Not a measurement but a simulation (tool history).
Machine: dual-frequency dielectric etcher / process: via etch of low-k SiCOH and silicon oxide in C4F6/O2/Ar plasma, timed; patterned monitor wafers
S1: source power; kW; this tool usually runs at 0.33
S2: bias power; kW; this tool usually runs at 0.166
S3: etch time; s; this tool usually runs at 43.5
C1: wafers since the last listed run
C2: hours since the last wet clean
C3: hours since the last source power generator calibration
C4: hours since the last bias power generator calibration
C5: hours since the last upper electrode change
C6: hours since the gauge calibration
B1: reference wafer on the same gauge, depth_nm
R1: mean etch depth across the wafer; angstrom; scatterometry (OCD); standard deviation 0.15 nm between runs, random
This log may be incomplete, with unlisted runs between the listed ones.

Run 1, hour 0: usual settings but S2 0.175 kW, S3 37.5 s; C1 0; C2 315.5; C3 4619.2; C4 4274.8; C5 3510; C6 0.7; B1 93.3. Result: R1 858 angstrom.
Run 2, hour 6.7: usual settings but S2 0.175 kW, S3 37.5 s; C1 108; C2 322.2; C3 4625.9; C4 4281.5; C5 3516.7; C6 7.4; B1 93.4. Result: R1 854 angstrom.
Run 3, hour 18.5: usual settings but S2 0.137 kW; C1 190; C2 334; C3 4637.7; C4 4293.3; C5 3528.5; C6 19.2; B1 93.4. Result: R1 917 angstrom.
Run 4, hour 30.8: usual settings but S2 0.19 kW; C1 198; C2 346.3; C3 4650; C4 4305.6; C5 3540.8; C6 31.5; B1 93.3. Result: R1 1023 angstrom.
Run 5, hour 37.9: usual settings but S2 0.149 kW; C1 114; C2 353.4; C3 4657.1; C4 4312.7; C5 3547.9; C6 38.6; B1 93.4. Result: R1 938 angstrom.
Run 6, hour 54: usual settings but S2 0.149 kW; C1 260; C2 369.5; C3 4673.2; C4 4328.8; C5 3564; C6 54.7; B1 93.4. Result: R1 939 angstrom.
At hour 65.4: source power generator calibrated.
Run 7, hour 67.5: usual settings but S2 0.156 kW; C1 153; C2 383; C3 2.1; C4 4342.3; C5 3577.5; C6 68.2; B1 93.4. Result: R1 953 angstrom.
At hour 92.2: gauge calibrated.
At hour 93.5: wet clean of the chamber.
Run 8, hour 94: usual settings but S2 0.156 kW; C1 40; C2 0.5; C3 28.6; C4 4368.8; C5 3604; C6 1.8; B1 93.4. Result: R1 971 angstrom.
Run 9, hour 94.3: usual settings but S1 0.25 kW, S2 0.13 kW, S3 51 s; C1 4; C2 0.8; C3 28.9; C4 4369.1; C5 3604.3; C6 2.1; B1 93.4. Result: R1 944 angstrom.
At hour 101.2: bias power generator calibrated.
Run 10, hour 107.5: usual settings but S1 0.3 kW, S2 0.148 kW, S3 54.5 s; C1 148; C2 14; C3 42.1; C4 6.3; C5 3617.5; C6 15.3; B1 93.4. Result: R1 1144 angstrom.
At hour 140.6: upper electrode replaced.
Run 11, hour 141.1: usual settings but S1 0.39 kW, S2 0.178 kW, S3 38.5 s; C1 155; C2 47.6; C3 75.7; C4 39.9; C5 0.5; C6 48.9; B1 93.4. Result: R1 964 angstrom.
Run 12, hour 141.5: usual settings but S1 0.26 kW, S3 47 s; C1 6; C2 48; C3 76.1; C4 40.3; C5 0.9; C6 49.3; B1 93.4. Result: R1 961 angstrom.
Run 13, hour 163.6: usual settings but S1 0.26 kW, S3 48 s; C1 357; C2 70.1; C3 98.2; C4 62.4; C5 23; C6 71.4; B1 93.4. Result: R1 980 angstrom.
Run 14, hour 176.9: usual settings; C1 215; C2 83.4; C3 111.5; C4 75.7; C5 36.3; C6 84.7; B1 93.4. Result: R1 985 angstrom.
Run 15, hour 193: usual settings but S2 0.125 kW, S3 47.5 s; C1 260; C2 99.5; C3 127.6; C4 91.8; C5 52.4; C6 100.8; B1 93.4. Result: R1 980 angstrom.
Run 16, hour 206.3: usual settings but S1 0.26 kW, S2 0.207 kW, S3 33 s; C1 215; C2 112.8; C3 140.9; C4 105.1; C5 65.7; C6 114.1; B1 93.5. Result: R1 729 angstrom.

Branching from run 16: 5 alternative next runs. What would each branch give?
Run A, hour 206.7: usual settings but S1 0.31 kW; C1 6; C2 113.2; C3 141.3; C4 105.5; C5 66.1; C6 114.5; B1 ?. Result: R1 ?.
Run B, hour 206.7: usual settings but S2 0.128 kW; C1 6; C2 113.2; C3 141.3; C4 105.5; C5 66.1; C6 114.5; B1 ?. Result: R1 ?.
Run C, hour 206.7: usual settings but S1 0.25 kW, S2 0.147 kW, S3 52 s; C1 6; C2 113.2; C3 141.3; C4 105.5; C5 66.1; C6 114.5; B1 ?. Result: R1 ?.
Run D, hour 206.7: usual settings but S1 0.39 kW, S2 0.199 kW, S3 48 s; C1 6; C2 113.2; C3 141.3; C4 105.5; C5 66.1; C6 114.5; B1 ?. Result: R1 ?.
Run E, hour 206.7: usual settings but S1 0.3 kW, S3 47 s; C1 6; C2 113.2; C3 141.3; C4 105.5; C5 66.1; C6 114.5; B1 ?. Result: R1 ?.

run    B1    R1
  A  93.4   959
  B  93.4   903
  C  93.4  1000
  D  93.4  1244
  E  93.4  1022
Without the tool's hidden state the same runs would have given:
run    R1
  A   963
  B   907
  C  1004
  D  1248
  E  1026
